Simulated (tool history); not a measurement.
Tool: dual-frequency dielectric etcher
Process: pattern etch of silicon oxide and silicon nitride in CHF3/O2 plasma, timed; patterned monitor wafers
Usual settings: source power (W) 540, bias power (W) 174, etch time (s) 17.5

run,hour,source power (W),bias power (W),etch time (s),"read-back reference wafer on the same gauge, depth_nm",mean etch depth across the wafer (nm)
1,0,540,174,17.5,23.3,24.95
2,27.3,540,174,17.5,23.32,24.99
3,90,540,174,17.5,23.31,25.03
4,134.7,540,174,17.5,23.33,24.98
5,185.9,540,174,17.5,23.31,25.07
6,212.9,540,174,17.5,23.29,25.1
# hour 292.1: wet clean of the chamber
7,292.6,540,202,17.5,23.24,26.06
# hour 296.8: gauge calibrated
# hour 333: bias power generator calibrated
8,336,450,174,17.5,23.33,24.25
9,394.2,500,195,13.5,23.29,19.8
# hour 415.6: source power generator calibrated
10,430.7,660,148,14.5,23.33,20.56
# hour 466.8: upper electrode replaced
11,469.4,630,160,14.5,23.3,20.8
12,501.7,540,209,20.5,23.3,31.02
13,570.2,590,154,17.5,23.28,24.32
14,638.7,540,197,17.5,23.33,25.95
15,682.4,540,174,17.5,23.25,25.08

Forecast each of these 4 alternatives for the next run:
A,682.8,540,174,17.5,?,?
B,682.8,540,154,19,?,?
C,682.8,590,136,17.5,?,?
D,682.8,680,213,20.5,?,?

run,"read-back reference wafer on the same gauge, depth_nm",mean etch depth across the wafer (nm)
A,23.24,24.99
B,23.24,26.18
C,23.24,23.7
D,23.24,32.64
Without the tool's hidden state the same runs would have given:
run,mean etch depth across the wafer (nm)
A,24.99
B,26.18
C,23.7
D,32.64
